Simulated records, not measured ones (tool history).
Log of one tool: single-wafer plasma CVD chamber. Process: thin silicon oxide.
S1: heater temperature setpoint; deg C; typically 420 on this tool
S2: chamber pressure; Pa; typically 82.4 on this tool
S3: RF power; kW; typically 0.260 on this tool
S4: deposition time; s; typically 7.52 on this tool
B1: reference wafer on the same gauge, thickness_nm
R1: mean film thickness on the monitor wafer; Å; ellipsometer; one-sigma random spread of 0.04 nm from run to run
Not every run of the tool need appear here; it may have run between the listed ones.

run	hour	S1	S2	S3	S4	B1	R1
1	0.0	420	82.4	0.260	7.52	11.100	89.57
2	28.4	420	82.4	0.260	7.52	11.094	89.33
3	61.2	420	82.4	0.260	7.52	11.093	89.09
4	81.6	420	82.4	0.260	7.52	11.103	89.37
5	95.9	415	82.4	0.260	7.52	11.086	89.34
6	138.2	420	82.4	0.260	7.52	11.113	89.03
7	156.9	420	82.4	0.260	7.52	11.109	89.49
8	171.9	420	82.4	0.260	7.52	11.108	89.05
9	207.2	420	82.4	0.260	7.52	11.092	88.71
10	227.5	420	82.4	0.260	8.02	11.100	95.58
11	248.6	420	82.4	0.260	8.50	11.091	101.42
12	279.3	434	91.2	0.260	7.52	11.099	96.86
# hour 296.7: gauge calibrated
# hour 305.5: showerhead replaced, of another model than before
13	306.0	420	82.4	0.260	7.52	11.101	92.22
# hour 330.5: thermocouple changed; heater temperature recalibrated
14	361.8	429	67.2	0.280	6.09	11.105	70.81
# hour 384.2: capacitance manometer re-zeroed and calibrated
15	394.9	430	82.4	0.240	6.51	11.112	75.61
16	425.0	420	82.4	0.260	7.52	11.105	96.15
# hour 445.0: RF generator calibrated
17	450.4	428	82.4	0.260	7.52	11.105	94.42
18	474.6	420	82.4	0.260	7.05	11.086	90.16
19	510.3	420	82.4	0.260	8.83	11.106	112.88
20	534.7	420	82.4	0.260	7.52	11.084	95.57
21	560.8	430	82.4	0.260	6.51	11.096	82.43
22	576.6	426	82.4	0.290	7.52	11.092	104.10

4 ways to go on from here, each from the tool as it stands after run 22. What would each give?
A	577.0	420	82.4	0.280	7.52	?	?
B	577.0	413	82.4	0.310	8.44	?	?
C	577.0	420	91.1	0.260	7.52	?	?
D	577.0	420	65.1	0.260	7.52	?	?

run	B1	R1
A	11.094	101.77
B	11.094	123.88
C	11.094	100.72
D	11.094	84.07
Stripped of hidden state, with their random variation kept, the same runs would have yielded:
run	R1
A	102.12
B	124.31
C	101.07
D	84.37
